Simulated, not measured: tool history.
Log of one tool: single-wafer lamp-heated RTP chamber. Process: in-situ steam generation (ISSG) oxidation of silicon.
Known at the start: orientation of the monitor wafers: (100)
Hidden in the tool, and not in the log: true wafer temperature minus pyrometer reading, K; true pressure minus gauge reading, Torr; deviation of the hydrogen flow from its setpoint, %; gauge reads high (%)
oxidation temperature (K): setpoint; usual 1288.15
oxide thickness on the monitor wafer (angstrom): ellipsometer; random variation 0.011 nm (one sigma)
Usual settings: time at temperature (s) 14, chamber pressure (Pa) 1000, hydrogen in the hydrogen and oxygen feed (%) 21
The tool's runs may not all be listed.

run	hour	oxidation temperature (K)	time at temperature (s)	chamber pressure (Pa)	hydrogen in the hydrogen and oxygen feed (%)	wafers since the last listed run	wafers since the last pyrometer calibration	hours since the pressure gauge was zeroed	hours since the hydrogen flow controller was replaced	hours since the gauge calibration	read-back reference wafer on the same gauge, thickness	oxide thickness on the monitor wafer (angstrom)
1	0.0	1303.15	14	1067	21	0	2384	3439.2	3896.6	89.8	4.033	53.61
2	23.0	1288.15	14	1000	21	179	2564	3462.2	3919.6	112.8	4.027	50.04
3	46.2	1288.15	14	1000	21	181	2745	3485.4	3942.8	136.0	4.026	50.26
4	76.2	1288.15	14	1000	21	234	2980	3515.4	3972.8	166.0	4.028	50.17
5	95.6	1288.15	14	1000	21	151	3131	3534.8	3992.2	185.4	4.033	50.17
6	126.2	1288.15	14	1000	21	239	3371	3565.4	4022.8	216.0	4.029	50.46
7	141.4	1288.15	14	1000	21	118	3489	3580.6	4038.0	231.2	4.033	50.48
8	171.3	1288.15	14	1000	15	233	3723	3610.5	4067.9	261.1	4.037	46.23
9	196.2	1288.15	14	1000	21	194	3918	3635.4	4092.8	286.0	4.030	50.54
10	214.2	1288.15	14	1000	21	140	4058	3653.4	4110.8	304.0	4.035	50.38
11	241.0	1288.15	12	1000	21	209	4268	3680.2	4137.6	330.8	4.032	47.09
# hour 277.4: pyrometer window cleaned and pyrometer calibrated
12	277.9	1288.15	14	920	21	225	4	3717.1	4174.5	367.7	4.027	48.83
13	294.0	1288.15	14	920	21	125	130	3733.2	4190.6	383.8	4.033	49.00
14	310.9	1288.15	14	1000	21	132	262	3750.1	4207.5	400.7	4.031	49.31
# hour 341.1: hydrogen flow controller replaced
15	343.7	1288.15	14	1000	13	193	456	3782.9	2.6	433.5	4.029	44.11
# hour 370.7: pressure gauge zeroed
16	371.2	1288.15	14	1000	30	152	608	0.5	30.1	461.0	4.028	54.34
# hour 381.5: gauge calibrated
17	396.3	1288.15	18	1000	15	196	804	25.6	55.2	14.8	4.031	51.37
18	415.6	1288.15	14	1000	29	150	955	44.9	74.5	34.1	4.029	53.89
19	497.8	1288.15	10	1000	21	642	1598	127.1	156.7	116.3	4.028	42.65
20	521.3	1288.15	11	1000	21	183	1781	150.6	180.2	139.8	4.028	44.54
21	624.7	1279.15	19	920	21	808	2589	254.0	283.6	243.2	4.027	55.28
22	649.3	1288.15	19	1080	21	192	2782	278.6	308.2	267.8	4.033	57.85
23	711.5	1288.15	14	1000	21	486	3268	340.8	370.4	330.0	4.030	50.15
24	729.6	1288.15	14	1000	21	141	3409	358.9	388.5	348.1	4.029	50.33
25	743.9	1307.15	12	1000	21	111	3521	373.2	402.8	362.4	4.026	50.98
26	758.8	1288.15	12	1000	21	116	3638	388.1	417.7	377.3	4.031	46.86
27	793.7	1288.15	14	1000	21	272	3910	423.0	452.6	412.2	4.032	50.14
# hour 812.7: pyrometer window cleaned and pyrometer calibrated
28	814.7	1271.15	14	920	17	101	15	444.0	473.6	433.2	4.028	43.30
29	849.9	1288.15	14	1000	21	275	290	479.2	508.8	468.4	4.034	49.18
30	879.3	1301.15	19	1107	13	229	520	508.6	538.2	497.8	4.028	54.09
# hour 895.6: gauge calibrated
31	911.5	1288.15	14	1000	21	251	772	540.8	570.4	15.9	4.031	49.38
32	939.6	1288.15	14	1000	21	219	991	568.9	598.5	44.0	4.031	49.35

The same runs without the tool's hidden state, with the same run-to-run variation:
run	oxide thickness on the monitor wafer (angstrom)
1	52.51
2	49.05
3	49.21
4	49.06
5	49.02
6	49.22
7	49.21
8	45.01
9	49.14
10	48.95
11	45.76
12	48.78
13	48.91
14	49.18
15	43.93
16	54.05
17	51.02
18	53.49
19	42.23
20	44.05
21	54.33
22	56.74
23	49.12
24	49.26
25	49.78
26	45.85
27	48.93
28	43.29
29	49.10
30	53.89
31	49.16
32	49.07
